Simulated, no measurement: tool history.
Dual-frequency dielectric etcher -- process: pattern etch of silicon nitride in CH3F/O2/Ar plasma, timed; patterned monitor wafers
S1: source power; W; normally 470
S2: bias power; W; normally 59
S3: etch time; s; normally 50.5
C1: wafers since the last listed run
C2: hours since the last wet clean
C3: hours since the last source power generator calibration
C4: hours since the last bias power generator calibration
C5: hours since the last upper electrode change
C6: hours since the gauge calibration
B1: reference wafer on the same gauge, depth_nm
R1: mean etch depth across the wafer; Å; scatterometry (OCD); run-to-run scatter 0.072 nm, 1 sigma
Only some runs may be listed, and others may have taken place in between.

run	day	S1	S2	S3	C1	C2	C3	C4	C5	C6	B1	R1
1	0.000	470	59	54.5	0	83.3	3141.3	4483.4	2386.6	491.0	34.52	374.8
2	4.967	470	59	50.5	2037	202.5	3260.5	4602.6	2505.8	610.2	34.63	347.7
3	7.767	470	59	50.5	1148	269.7	3327.7	4669.8	2573.0	677.4	34.65	347.9
4	9.542	470	59	41.5	728	312.3	3370.3	4712.4	2615.6	720.0	34.67	286.6
5	11.246	470	59	50.5	699	353.2	3411.2	4753.3	2656.5	760.9	34.67	348.6
# day 12.975: gauge calibrated
# day 13.042: upper electrode replaced
6	14.775	470	59	50.5	1037	437.9	3495.9	4838.0	41.6	43.2	34.43	346.8
7	16.962	470	59	50.5	897	490.4	3548.4	4890.5	94.1	95.7	34.41	345.9
8	20.625	470	54	63.0	1502	578.3	3636.3	4978.4	182.0	183.6	34.41	423.9
# day 22.192: wet clean of the chamber
9	24.492	470	59	50.5	1176	55.2	3729.1	5071.2	274.8	276.4	34.45	346.2
# day 27.175: source power generator calibrated
# day 28.508: bias power generator calibrated
10	29.975	590	65	50.5	2112	186.8	67.2	35.2	406.4	408.0	34.51	375.6
11	33.883	470	59	50.5	1603	280.6	161.0	129.0	500.2	501.8	34.51	346.3
12	35.512	470	59	50.5	668	319.7	200.1	168.1	539.3	540.9	34.56	346.2
13	39.600	520	59	50.5	1677	417.8	298.2	266.2	637.4	639.0	34.63	358.5
14	41.967	360	59	50.5	970	474.6	355.0	323.0	694.2	695.8	34.67	323.9

Below are 5 alternative next runs, each starting from the tool's condition after run 14. Predict each:
A	41.983	470	59	50.5	6	475.0	355.4	323.4	694.6	696.2	?	?
B	41.983	520	53	46.5	6	475.0	355.4	323.4	694.6	696.2	?	?
C	41.983	420	50	63.5	6	475.0	355.4	323.4	694.6	696.2	?	?
D	41.983	570	59	39.5	6	475.0	355.4	323.4	694.6	696.2	?	?
E	41.983	530	59	50.5	6	475.0	355.4	323.4	694.6	696.2	?	?

run	B1	R1
A	34.70	349.0
B	34.70	323.6
C	34.70	412.4
D	34.70	288.1
E	34.70	360.8
Take away the tool's hidden state, keep each run's random variation, and the runs would have read:
run	R1
A	346.3
B	321.2
C	409.3
D	286.0
E	358.1
